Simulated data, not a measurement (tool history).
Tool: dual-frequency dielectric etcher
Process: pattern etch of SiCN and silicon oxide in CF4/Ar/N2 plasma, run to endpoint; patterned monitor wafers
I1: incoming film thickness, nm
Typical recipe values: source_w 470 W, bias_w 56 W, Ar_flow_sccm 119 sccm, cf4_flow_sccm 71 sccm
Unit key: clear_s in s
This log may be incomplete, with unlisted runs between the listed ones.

Run 1, day 0: usual settings; I1 16.72. Result: clear_s 22.3 s.
Run 2, day 0.012: usual settings; I1 16.97. Result: clear_s 22.8 s.
Run 3, day 0.208: usual settings but source_w 570 W; I1 16.71. Result: clear_s 18.1 s.
Run 4, day 0.788: usual settings but source_w 560 W, Ar_flow_sccm 140 sccm, cf4_flow_sccm 54 sccm; I1 16.78. Result: clear_s 19.6 s.
Run 5, day 1.704: usual settings; I1 16.95. Result: clear_s 22.4 s.
Run 6, day 2.008: usual settings but source_w 530 W, cf4_flow_sccm 65 sccm; I1 16.64. Result: clear_s 19.6 s.
At day 2.383: CF4 flow controller replaced.
Run 7, day 2.404: usual settings; I1 16.87. Result: clear_s 22.7 s.
Run 8, day 2.558: usual settings but cf4_flow_sccm 87 sccm; I1 16.85. Result: clear_s 21.8 s.
Run 9, day 2.829: usual settings; I1 16.85. Result: clear_s 22.5 s.
Run 10, day 3.188: usual settings; I1 16.87. Result: clear_s 22.5 s.
At day 4.317: wet clean of the chamber.
Run 11, day 4.338: usual settings; I1 16.76. Result: clear_s 23.5 s.
Run 12, day 4.354: usual settings; I1 16.82. Result: clear_s 23.3 s.
Run 13, day 5.062: usual settings but bias_w 67 W, cf4_flow_sccm 54 sccm; I1 16.71. Result: clear_s 23.3 s.
At day 5.358: bias power generator calibrated.
Run 14, day 5.442: usual settings but Ar_flow_sccm 110 sccm; I1 16.78. Result: clear_s 23.3 s.
Run 15, day 5.75: usual settings but source_w 530 W, bias_w 60 W; I1 16.87. Result: clear_s 20.1 s.
Run 16, day 6.271: usual settings but source_w 430 W, Ar_flow_sccm 132 sccm, cf4_flow_sccm 80 sccm; I1 16.87. Result: clear_s 25.7 s.
Run 17, day 6.529: usual settings but cf4_flow_sccm 58 sccm; I1 16.79. Result: clear_s 23.8 s.
Run 18, day 7.033: usual settings but bias_w 64 W, cf4_flow_sccm 66 sccm; I1 16.84. Result: clear_s 22.9 s.
Run 19, day 7.671: usual settings but source_w 420 W, bias_w 51 W, Ar_flow_sccm 141 sccm, cf4_flow_sccm 84 sccm; I1 16.98. Result: clear_s 27 s.
Run 20, day 8.204: usual settings; I1 16.91. Result: clear_s 23.3 s.
Run 21, day 8.55: usual settings but Ar_flow_sccm 97 sccm; I1 16.9. Result: clear_s 22.8 s.
Run 22, day 9.129: usual settings; I1 16.69. Result: clear_s 23 s.
Run 23, day 9.754: usual settings; I1 16.76. Result: clear_s 23.1 s.
Run 24, day 10.158: usual settings but bias_w 45 W, cf4_flow_sccm 78 sccm; I1 16.73. Result: clear_s 23.6 s.
Run 25, day 10.883: usual settings but bias_w 68 W, Ar_flow_sccm 144 sccm, cf4_flow_sccm 57 sccm; I1 16.81. Result: clear_s 23.5 s.

What the log doesn't show, run by run:
source power that arrives over what is set, %: 0 across all the runs
bias power that arrives over what is set, %: 0 across all the runs
Ar flow that arrives over what is set, %: 0 across all the runs
CF4 flow that arrives over what is set, %: 0 across all the runs
H1: etch rate over this chamber's usual, %
run     H1
  1   4.43
  2   4.44
  3   4.48
  4    4.6
  5   4.79
  6   4.85
  7   4.93
  8   4.96
  9   5.02
 10   5.09
 11  0.173
 12  0.177
 13  0.323
 14  0.401
 15  0.464
 16  0.571
 17  0.624
 18  0.728
 19  0.859
 20  0.969
 21   1.04
 22   1.16
 23   1.29
 24   1.37
 25   1.52

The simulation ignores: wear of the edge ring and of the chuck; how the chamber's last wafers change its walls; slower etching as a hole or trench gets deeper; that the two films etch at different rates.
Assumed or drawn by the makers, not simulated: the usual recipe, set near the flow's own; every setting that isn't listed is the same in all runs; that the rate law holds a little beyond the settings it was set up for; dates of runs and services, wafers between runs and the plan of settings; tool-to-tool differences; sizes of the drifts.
